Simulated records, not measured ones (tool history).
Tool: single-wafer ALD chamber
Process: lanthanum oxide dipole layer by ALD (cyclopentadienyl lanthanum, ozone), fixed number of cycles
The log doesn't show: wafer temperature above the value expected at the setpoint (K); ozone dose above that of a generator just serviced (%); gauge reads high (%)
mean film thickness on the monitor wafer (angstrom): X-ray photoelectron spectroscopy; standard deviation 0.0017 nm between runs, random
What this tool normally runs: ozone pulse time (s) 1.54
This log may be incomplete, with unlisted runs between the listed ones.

run,hour,ozone pulse time (s),wafers since the last listed run,hours since the last thermocouple change,hours since the last ozone generator service,hours since the showerhead was replaced,hours since the gauge calibration,"read-back reference wafer on the same gauge, thickness_nm",mean film thickness on the monitor wafer (angstrom)
1,0.0,1.28,0,1062.8,1128.5,4754.7,821.9,0.539,5.05
2,23.7,1.28,323,1086.5,1152.2,4778.4,845.6,0.539,5.04
3,37.1,1.15,182,1099.9,1165.6,4791.8,859.0,0.539,4.80
4,61.5,1.15,332,1124.3,1190.0,4816.2,883.4,0.539,4.78
5,80.8,1.15,263,1143.6,1209.3,4835.5,902.7,0.539,4.80
6,115.6,1.77,474,1178.4,1244.1,4870.3,937.5,0.539,5.47
7,129.9,1.77,195,1192.7,1258.4,4884.6,951.8,0.539,5.45
8,149.9,1.12,272,1212.7,1278.4,4904.6,971.8,0.539,4.71
9,238.4,1.12,1207,1301.2,1366.9,4993.1,1060.3,0.539,4.64
10,265.7,1.12,372,1328.5,1394.2,5020.4,1087.6,0.539,4.63
11,308.8,1.24,587,1371.6,1437.3,5063.5,1130.7,0.539,4.82
# hour 329.6: gauge calibrated
12,332.0,1.24,316,1394.8,1460.5,5086.7,2.4,0.539,4.81
13,351.6,1.24,267,1414.4,1480.1,5106.3,22.0,0.539,4.83
# hour 366.6: thermocouple changed; heater temperature recalibrated
14,375.3,1.54,214,8.7,1503.8,5130.0,45.7,0.539,5.19
15,397.4,1.54,301,30.8,1525.9,5152.1,67.8,0.539,5.19
16,411.0,1.54,185,44.4,1539.5,5165.7,81.4,0.539,5.20
17,440.9,1.54,407,74.3,1569.4,5195.6,111.3,0.539,5.15
18,453.6,1.54,173,87.0,1582.1,5208.3,124.0,0.539,5.19
19,471.0,1.54,237,104.4,1599.5,5225.7,141.4,0.539,5.14
20,484.4,1.83,182,117.8,1612.9,5239.1,154.8,0.539,5.39
21,569.3,1.70,1157,202.7,1697.8,5324.0,239.7,0.539,5.26
22,591.1,1.97,297,224.5,1719.6,5345.8,261.5,0.539,5.43
23,615.7,1.23,335,249.1,1744.2,5370.4,286.1,0.539,4.61
24,649.3,1.54,458,282.7,1777.8,5404.0,319.7,0.539,5.05
25,677.0,0.99,377,310.4,1805.5,5431.7,347.4,0.539,3.98
# hour 695.9: showerhead replaced
26,701.0,1.90,218,334.4,1829.5,5.1,371.4,0.539,5.28
27,725.2,1.21,330,358.6,1853.7,29.3,395.6,0.539,4.45
# hour 746.9: ozone generator serviced
28,805.2,1.54,982,438.6,58.3,109.3,475.6,0.539,5.38
29,835.9,0.99,418,469.3,89.0,140.0,506.3,0.539,4.63
30,860.3,1.85,332,493.7,113.4,164.4,530.7,0.539,5.54
31,879.5,1.54,261,512.9,132.6,183.6,549.9,0.539,5.41
32,892.5,1.72,177,525.9,145.6,196.6,562.9,0.539,5.47
33,915.3,1.34,310,548.7,168.4,219.4,585.7,0.539,5.21
34,947.1,1.20,433,580.5,200.2,251.2,617.5,0.539,5.00

Results per run with the tool's hidden condition removed, run-to-run variation unchanged:
run,mean film thickness on the monitor wafer (angstrom)
1,5.23
2,5.23
3,5.03
4,5.01
5,5.04
6,5.58
7,5.56
8,5.00
9,4.97
10,4.98
11,5.15
12,5.16
13,5.19
14,5.44
15,5.45
16,5.47
17,5.44
18,5.48
19,5.44
20,5.60
21,5.55
22,5.64
23,5.17
24,5.46
25,4.72
26,5.56
27,5.11
28,5.42
29,4.72
30,5.57
31,5.45
32,5.50
33,5.27
34,5.07
